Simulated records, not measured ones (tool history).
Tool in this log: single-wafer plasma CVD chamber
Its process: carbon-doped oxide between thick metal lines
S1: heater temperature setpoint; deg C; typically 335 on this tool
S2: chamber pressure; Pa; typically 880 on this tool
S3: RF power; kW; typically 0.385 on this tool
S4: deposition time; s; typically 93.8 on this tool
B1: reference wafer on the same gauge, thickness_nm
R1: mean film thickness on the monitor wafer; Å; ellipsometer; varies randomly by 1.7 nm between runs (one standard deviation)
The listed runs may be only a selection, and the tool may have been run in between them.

run	day	S1	S2	S3	S4	B1	R1
1	0.000	335	880	0.385	93.8	449.849	4400.09
# day 0.612: showerhead replaced
2	0.633	335	880	0.385	93.8	450.193	4379.24
3	0.646	335	880	0.385	93.8	450.258	4378.91
4	1.317	335	929	0.385	93.8	449.779	4384.50
# day 1.733: gauge calibrated
5	1.950	335	880	0.385	93.8	450.145	4384.69
6	2.454	335	880	0.385	93.8	449.916	4370.24
7	2.746	335	880	0.385	93.8	450.462	4389.76
8	3.075	335	880	0.385	93.8	450.158	4349.67
9	3.567	344	880	0.440	93.8	449.807	4705.54
# day 4.204: capacitance manometer re-zeroed and calibrated
10	4.242	322	769	0.385	93.8	449.859	4505.20
11	4.642	348	880	0.310	93.8	450.150	3432.40
12	5.233	335	1055	0.385	93.8	449.764	4378.90
13	5.888	335	880	0.385	93.8	450.002	4339.00
14	6.400	335	880	0.455	102.2	449.857	5409.14
# day 6.846: thermocouple changed; heater temperature recalibrated
15	6.867	335	711	0.385	75.4	450.051	3428.63
16	6.975	348	720	0.385	93.8	450.023	4066.87
# day 7.438: RF generator calibrated
17	7.492	335	880	0.355	111.3	450.108	5179.66
18	7.754	335	880	0.385	93.8	450.240	4660.29
19	8.175	346	712	0.330	93.8	450.642	3875.65
20	8.750	320	1075	0.310	78.0	449.339	3481.41
21	9.179	349	880	0.385	93.8	449.866	4479.82
22	9.625	335	880	0.385	93.8	449.518	4675.78
23	9.912	335	880	0.385	93.8	450.026	4688.22
24	10.400	343	1068	0.460	103.6	449.663	5881.49
25	10.771	335	880	0.385	93.8	449.728	4692.41
26	11.179	335	968	0.310	93.8	449.578	3901.62
27	11.608	335	880	0.385	93.8	449.974	4670.78
28	13.346	335	661	0.385	102.7	450.163	4994.29

Consider 4 possible next runs. They are alternatives, not a sequence: every one starts from the tool as it was left by run 28. What does each give?
A	13.362	335	880	0.385	93.8	?	?
B	13.362	350	984	0.445	80.8	?	?
C	13.362	341	969	0.420	75.0	?	?
D	13.362	341	679	0.450	111.4	?	?

run	B1	R1
A	449.889	4697.47
B	449.889	4379.65
C	449.889	3983.76
D	449.889	6058.88
Stripped of hidden state, with their random variation kept, the same runs would have yielded:
run	R1
A	4720.53
B	4400.38
C	4002.62
D	6083.58
